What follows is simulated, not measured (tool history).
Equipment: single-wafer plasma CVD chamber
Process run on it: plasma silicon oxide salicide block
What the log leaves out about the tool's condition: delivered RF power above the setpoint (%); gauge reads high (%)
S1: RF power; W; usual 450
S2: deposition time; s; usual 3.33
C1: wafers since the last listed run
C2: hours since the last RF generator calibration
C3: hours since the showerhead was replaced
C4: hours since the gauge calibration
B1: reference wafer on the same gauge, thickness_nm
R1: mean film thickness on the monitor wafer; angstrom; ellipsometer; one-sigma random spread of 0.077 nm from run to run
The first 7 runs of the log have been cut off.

run	hour	S1	S2	C1	C2	C3	C4	B1	R1
8	168.8	520	3.33	740	1702.7	5351.7	503.0	28.924	295.95
9	186.0	450	3.33	444	1719.9	5368.9	520.2	28.897	284.73
10	199.3	450	3.33	343	1733.2	5382.2	533.5	28.891	283.86
11	231.1	450	3.33	820	1765.0	5414.0	565.3	28.858	282.66
12	245.7	415	3.33	376	1779.6	5428.6	579.9	28.906	275.22
13	273.8	415	3.33	725	1807.7	5456.7	608.0	28.858	276.50
# hour 282.4: RF generator calibrated
14	299.7	430	3.79	462	17.3	5482.6	633.9	28.922	324.89
15	333.5	450	3.33	872	51.1	5516.4	667.7	28.908	288.35
16	368.6	415	3.33	906	86.2	5551.5	702.8	28.890	282.71
17	394.6	500	2.87	671	112.2	5577.5	728.8	28.885	255.64
# hour 394.7: gauge calibrated
18	426.3	505	3.56	818	143.9	5609.2	31.6	28.911	318.28
19	443.5	360	3.33	444	161.1	5626.4	48.8	28.912	270.71
20	515.1	490	2.77	1848	232.7	5698.0	120.4	28.915	245.13
21	547.9	450	3.33	846	265.5	5730.8	153.2	28.913	288.36
22	577.3	450	3.33	758	294.9	5760.2	182.6	28.896	286.65
23	593.1	515	2.90	407	310.7	5776.0	198.4	28.902	260.81
24	608.1	450	3.33	387	325.7	5791.0	213.4	28.874	284.95
# hour 714.6: showerhead replaced
25	715.1	510	3.77	2555	432.7	0.5	320.4	28.865	335.50
26	744.8	370	2.91	766	462.4	30.2	350.1	28.907	236.27
27	845.2	415	2.79	2591	562.8	130.6	450.5	28.907	232.88
28	868.5	510	3.68	601	586.1	153.9	473.8	28.906	326.34
29	892.4	405	3.71	616	610.0	177.8	497.7	28.853	309.78
30	925.1	540	2.71	844	642.7	210.5	530.4	28.905	244.58

Branching from run 30: 3 alternative next runs. What would each branch give?
A	925.5	410	3.33	10	643.1	210.9	530.8	?	?
B	925.5	495	3.08	10	643.1	210.9	530.8	?	?
C	925.5	385	3.88	10	643.1	210.9	530.8	?	?

run	B1	R1
A	28.880	277.56
B	28.880	271.11
C	28.880	317.59
The same runs, with their run-to-run variation unchanged, on a tool lacking any hidden condition would have given:
run	R1
A	281.95
B	275.40
C	322.62

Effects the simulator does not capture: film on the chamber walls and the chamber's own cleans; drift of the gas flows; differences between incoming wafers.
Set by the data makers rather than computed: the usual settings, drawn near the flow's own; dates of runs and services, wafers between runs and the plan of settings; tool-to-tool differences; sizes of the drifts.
